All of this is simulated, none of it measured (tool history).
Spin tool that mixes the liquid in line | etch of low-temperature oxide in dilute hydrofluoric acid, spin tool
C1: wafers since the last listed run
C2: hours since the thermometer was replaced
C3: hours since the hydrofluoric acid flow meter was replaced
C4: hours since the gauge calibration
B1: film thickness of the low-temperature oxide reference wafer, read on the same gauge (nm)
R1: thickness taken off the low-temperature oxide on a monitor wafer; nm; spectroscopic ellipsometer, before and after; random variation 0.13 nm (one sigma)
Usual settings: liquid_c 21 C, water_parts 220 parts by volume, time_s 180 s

{"run": 1, "hour": 0.0, "liquid_c": 21, "water_parts": 220, "time_s": 180, "C1": 0, "C2": 2301.5, "C3": 1867.9, "C4": 223.1, "B1": 80, "R1": 16}
{"run": 2, "hour": 23.7, "liquid_c": 21, "water_parts": 220, "time_s": 180, "C1": 164, "C2": 2325.2, "C3": 1891.6, "C4": 246.8, "B1": 79.96, "R1": 16.1}
{"run": 3, "hour": 35.3, "liquid_c": 21, "water_parts": 220, "time_s": 180, "C1": 80, "C2": 2336.8, "C3": 1903.2, "C4": 258.4, "B1": 80.04, "R1": 15.9}
{"run": 4, "hour": 46.8, "liquid_c": 21, "water_parts": 220, "time_s": 180, "C1": 79, "C2": 2348.3, "C3": 1914.7, "C4": 269.9, "B1": 79.99, "R1": 15.73}
{"run": 5, "hour": 57.0, "liquid_c": 22, "water_parts": 220, "time_s": 180, "C1": 70, "C2": 2358.5, "C3": 1924.9, "C4": 280.1, "B1": 79.97, "R1": 16.58}
{"run": 6, "hour": 65.5, "liquid_c": 21, "water_parts": 220, "time_s": 180, "C1": 59, "C2": 2367, "C3": 1933.4, "C4": 288.6, "B1": 80.04, "R1": 15.82}
{"run": 7, "hour": 76.4, "liquid_c": 21, "water_parts": 220, "time_s": 180, "C1": 75, "C2": 2377.9, "C3": 1944.3, "C4": 299.5, "B1": 80.04, "R1": 15.78}
{"run": 8, "hour": 88.6, "liquid_c": 20, "water_parts": 220, "time_s": 180, "C1": 84, "C2": 2390.1, "C3": 1956.5, "C4": 311.7, "B1": 80.05, "R1": 15.32}
{"hour": 99.4, "done": "thermometer replaced"}
{"run": 9, "hour": 100.0, "liquid_c": 21, "water_parts": 280, "time_s": 250, "C1": 72, "C2": 0.6, "C3": 1967.9, "C4": 323.1, "B1": 79.97, "R1": 16.21}
{"run": 10, "hour": 113.3, "liquid_c": 21, "water_parts": 280, "time_s": 250, "C1": 92, "C2": 13.9, "C3": 1981.2, "C4": 336.4, "B1": 80, "R1": 16.23}
{"run": 11, "hour": 122.3, "liquid_c": 21, "water_parts": 290, "time_s": 180, "C1": 62, "C2": 22.9, "C3": 1990.2, "C4": 345.4, "B1": 79.95, "R1": 11.34}
{"hour": 126.5, "done": "gauge calibrated"}
{"run": 12, "hour": 133.1, "liquid_c": 21, "water_parts": 220, "time_s": 180, "C1": 74, "C2": 33.7, "C3": 2001, "C4": 6.6, "B1": 80.03, "R1": 15.82}
{"run": 13, "hour": 149.2, "liquid_c": 21, "water_parts": 220, "time_s": 180, "C1": 111, "C2": 49.8, "C3": 2017.1, "C4": 22.7, "B1": 79.98, "R1": 15.91}
{"run": 14, "hour": 157.8, "liquid_c": 21, "water_parts": 170, "time_s": 180, "C1": 59, "C2": 58.4, "C3": 2025.7, "C4": 31.3, "B1": 80.04, "R1": 21.85}
{"run": 15, "hour": 175.5, "liquid_c": 25, "water_parts": 325, "time_s": 240, "C1": 122, "C2": 76.1, "C3": 2043.4, "C4": 49, "B1": 80.04, "R1": 14.64}
{"run": 16, "hour": 192.2, "liquid_c": 25.5, "water_parts": 135, "time_s": 70, "C1": 115, "C2": 92.8, "C3": 2060.1, "C4": 65.7, "B1": 80.01, "R1": 13.2}
{"run": 17, "hour": 204.1, "liquid_c": 18, "water_parts": 270, "time_s": 180, "C1": 82, "C2": 104.7, "C3": 2072, "C4": 77.6, "B1": 79.97, "R1": 10.91}
{"run": 18, "hour": 211.7, "liquid_c": 18, "water_parts": 270, "time_s": 240, "C1": 52, "C2": 112.3, "C3": 2079.6, "C4": 85.2, "B1": 79.96, "R1": 14.52}
{"hour": 214.5, "done": "hydrofluoric acid flow meter replaced"}
{"run": 19, "hour": 220.2, "liquid_c": 18, "water_parts": 220, "time_s": 130, "C1": 52, "C2": 120.8, "C3": 5.7, "C4": 93.7, "B1": 79.96, "R1": 9.14}
{"run": 20, "hour": 227.9, "liquid_c": 21, "water_parts": 220, "time_s": 180, "C1": 53, "C2": 128.5, "C3": 13.4, "C4": 101.4, "B1": 79.96, "R1": 14.2}
{"run": 21, "hour": 274.9, "liquid_c": 23.5, "water_parts": 265, "time_s": 85, "C1": 326, "C2": 175.5, "C3": 60.4, "C4": 148.4, "B1": 80.02, "R1": 5.75}
{"run": 22, "hour": 289.7, "liquid_c": 21, "water_parts": 220, "time_s": 180, "C1": 102, "C2": 190.3, "C3": 75.2, "C4": 163.2, "B1": 80.02, "R1": 14.14}
{"run": 23, "hour": 297.6, "liquid_c": 19, "water_parts": 145, "time_s": 255, "C1": 54, "C2": 198.2, "C3": 83.1, "C4": 171.1, "B1": 79.94, "R1": 30.99}
{"run": 24, "hour": 305.1, "liquid_c": 21, "water_parts": 275, "time_s": 235, "C1": 52, "C2": 205.7, "C3": 90.6, "C4": 178.6, "B1": 79.99, "R1": 14.12}
{"run": 25, "hour": 316.0, "liquid_c": 21, "water_parts": 220, "time_s": 180, "C1": 75, "C2": 216.6, "C3": 101.5, "C4": 189.5, "B1": 80.05, "R1": 14.32}
{"run": 26, "hour": 328.3, "liquid_c": 18.5, "water_parts": 160, "time_s": 140, "C1": 85, "C2": 228.9, "C3": 113.8, "C4": 201.8, "B1": 80.03, "R1": 14.75}
{"hour": 334.2, "done": "hydrofluoric acid flow meter replaced, repeated, since the last time left the tool worse"}
{"run": 27, "hour": 337.0, "liquid_c": 19.5, "water_parts": 275, "time_s": 230, "C1": 53, "C2": 237.6, "C3": 2.8, "C4": 210.5, "B1": 79.96, "R1": 15.98}
{"run": 28, "hour": 354.9, "liquid_c": 17.5, "water_parts": 330, "time_s": 135, "C1": 124, "C2": 255.5, "C3": 20.7, "C4": 228.4, "B1": 80.03, "R1": 6.76}
{"run": 29, "hour": 369.4, "liquid_c": 25, "water_parts": 220, "time_s": 180, "C1": 100, "C2": 270, "C3": 35.2, "C4": 242.9, "B1": 80, "R1": 20.11}
{"hour": 409.1, "done": "gauge calibrated"}
{"run": 30, "hour": 409.4, "liquid_c": 21, "water_parts": 325, "time_s": 180, "C1": 277, "C2": 310, "C3": 75.2, "C4": 0.3, "B1": 80.03, "R1": 10.66}
{"run": 31, "hour": 426.1, "liquid_c": 21, "water_parts": 175, "time_s": 255, "C1": 115, "C2": 326.7, "C3": 91.9, "C4": 17, "B1": 79.99, "R1": 32.24}
{"run": 32, "hour": 439.1, "liquid_c": 17.5, "water_parts": 330, "time_s": 135, "C1": 90, "C2": 339.7, "C3": 104.9, "C4": 30, "B1": 79.99, "R1": 6.85}

Forecast each of these 4 alternatives for the next run:
{"run": "A", "hour": 439.6, "liquid_c": 18, "water_parts": 220, "time_s": 180, "C1": 3, "C2": 340.2, "C3": 105.4, "C4": 30.5, "B1": "?", "R1": "?"}
{"run": "B", "hour": 439.6, "liquid_c": 23, "water_parts": 310, "time_s": 265, "C1": 3, "C2": 340.2, "C3": 105.4, "C4": 30.5, "B1": "?", "R1": "?"}
{"run": "C", "hour": 439.6, "liquid_c": 21, "water_parts": 220, "time_s": 245, "C1": 3, "C2": 340.2, "C3": 105.4, "C4": 30.5, "B1": "?", "R1": "?"}
{"run": "D", "hour": 439.6, "liquid_c": 24.5, "water_parts": 180, "time_s": 80, "C1": 3, "C2": 340.2, "C3": 105.4, "C4": 30.5, "B1": "?", "R1": "?"}

run=A B1=79.93 R1=15.36
run=B B1=79.93 R1=17.74
run=C B1=79.93 R1=23.46
run=D B1=79.93 R1=11.13
Without the tool's hidden state the same runs would have given:
run=A R1=15.58
run=B R1=18.01
run=C R1=23.79
run=D R1=11.29
